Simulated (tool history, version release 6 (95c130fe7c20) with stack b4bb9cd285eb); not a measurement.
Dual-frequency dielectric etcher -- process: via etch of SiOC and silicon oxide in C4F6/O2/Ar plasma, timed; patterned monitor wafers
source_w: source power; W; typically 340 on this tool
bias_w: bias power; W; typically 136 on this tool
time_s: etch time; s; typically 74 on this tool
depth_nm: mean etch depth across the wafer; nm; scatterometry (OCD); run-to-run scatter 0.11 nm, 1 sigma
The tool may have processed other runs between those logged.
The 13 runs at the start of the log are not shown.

run	day	source_w	bias_w	time_s	read-back reference wafer on the same gauge, depth_nm	depth_nm
14	16.633	340	154	74	71.9	73.1
15	17.617	340	155	74	71.9	73
16	18.188	270	124	59	71.9	48.1
17	19.125	340	156	74	71.9	73.2
18	20.667	380	136	64.5	71.9	64.7
19	21.967	340	154	74	71.9	72.5
20	22.933	310	136	60.5	71.9	54.5
21	24.396	340	161	74	71.9	73.4
22	25.292	300	164	60	71.9	56
# day 27.171: wet clean of the chamber
23	27.192	340	136	91	71.9	86.8
24	27.246	340	106	94	71.9	84.4
25	28.25	380	115	61.5	71.9	59.6
26	29.05	340	136	74	71.9	70.6
27	29.679	340	136	74	71.9	70.5
28	30.442	380	136	84.5	71.9	85.3
29	33.483	280	113	55.5	71.9	45.2
30	34.804	360	160	90	71.9	92.2
31	36.1	340	136	74	71.9	70.3

Alternative continuations, all from the tool just after run 31; predict every row:
A	36.117	340	136	95	?	?
B	36.117	290	108	52.5	?	?
C	36.117	380	147	74	?	?

run	read-back reference wafer on the same gauge, depth_nm	depth_nm
A	71.9	90.2
B	71.9	43
C	71.9	76.1
Without the tool's hidden state the same runs would have given:
run	depth_nm
A	91.5
B	43.6
C	77.2
